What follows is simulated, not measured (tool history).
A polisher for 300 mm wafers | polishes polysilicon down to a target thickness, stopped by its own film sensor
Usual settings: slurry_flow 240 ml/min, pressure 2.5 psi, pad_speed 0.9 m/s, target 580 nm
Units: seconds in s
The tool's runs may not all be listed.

run	hour	slurry_flow	pressure	pad_speed	target	incoming thickness of the incoming film, nm	seconds
1	0	240	1.9	0.9	580	1048.2	82.9
2	13.2	240	1.9	0.9	580	1054	84.5
3	49	240	1.9	0.9	580	1043.3	82.6
# hour 52: slurry nozzle cleaned
4	78.3	240	2.5	0.9	580	1041.5	63.5
5	101.8	240	2.5	0.9	580	1038.9	62
6	118.7	240	2.5	0.9	580	1042.6	63.9
7	142	240	2.5	0.9	580	1036.9	62.1
8	176	240	2.5	0.9	580	1033.8	62.4
9	200.2	240	2.5	0.9	580	1059	64.5
# hour 218.6: worn pad replaced by a new one
10	226.5	240	2.5	0.9	580	1055.7	65.3
11	283	240	2.5	0.9	580	1048.3	63.8
12	314.2	240	2.5	0.9	580	1036	61.2
13	346.7	240	2.5	0.9	580	1045.7	63.1
14	371.6	240	2.5	0.9	580	1048.4	63.3
15	386.3	240	3.3	0.9	580	1029.5	47.3
16	487.8	240	2.5	0.9	580	1044.1	61.7
# hour 492.5: worn pad replaced by a new one
17	500.3	165	2.5	1	580	1042.1	58.6
18	569.2	205	2.1	0.64	680	1035.6	73
# hour 573.7: slurry nozzle cleaned
19	595.6	240	2.5	0.9	580	1021	57.8
20	618.1	240	1.9	1	580	1037.2	73.2
21	638.4	270	2.5	0.7	461	1046.1	93
22	656.4	240	2.5	0.9	580	1047.7	62.1
23	688.1	240	1.6	0.64	706	1047.1	87.1
24	717.9	240	2.5	1.16	490	1056.8	59.7
# hour 722.3: head pressure recalibrated
# hour 749.9: worn pad replaced by a new one
25	750.4	275	2.5	0.9	580	1021.2	61.2
26	770	240	2.5	0.9	580	1036	62.5
27	793.3	240	2.2	1.08	580	1025.8	62.1
28	819.8	240	2.5	0.6	580	1041.2	85.6
29	869.5	240	2.5	0.9	654	1032.5	53.4
30	893	190	1.8	1.04	666	1041	63.6
31	909.2	240	2.5	0.9	580	1047.3	64
32	935	240	2.5	0.9	580	1050	65.5
33	951	240	3	0.9	688	1047.5	41.6
# hour 969: worn pad replaced by a new one
34	986.8	270	2.8	0.9	580	1039.4	56.1
35	1021.8	200	2.5	0.9	491	1046.3	78.3
36	1043.4	240	2.5	0.9	580	1028.4	61.8

5 ways to go on from here, each from the tool as it stands after run 36. What would each give?
A	1043.8	240	2.5	0.72	580	1031.3	?
B	1043.8	185	2.5	0.9	580	1031.3	?
C	1043.8	240	2	0.76	580	1031.3	?
D	1043.8	305	2.1	1.08	717	1031.3	?
E	1043.8	205	2.5	1.14	628	1031.3	?

run	seconds
A	71.8
B	62
C	85.5
D	42.8
E	45.7
Without the tool's hidden state the same runs would have given:
run	seconds
A	72.3
B	62.5
C	86.2
D	43.1
E	46.1
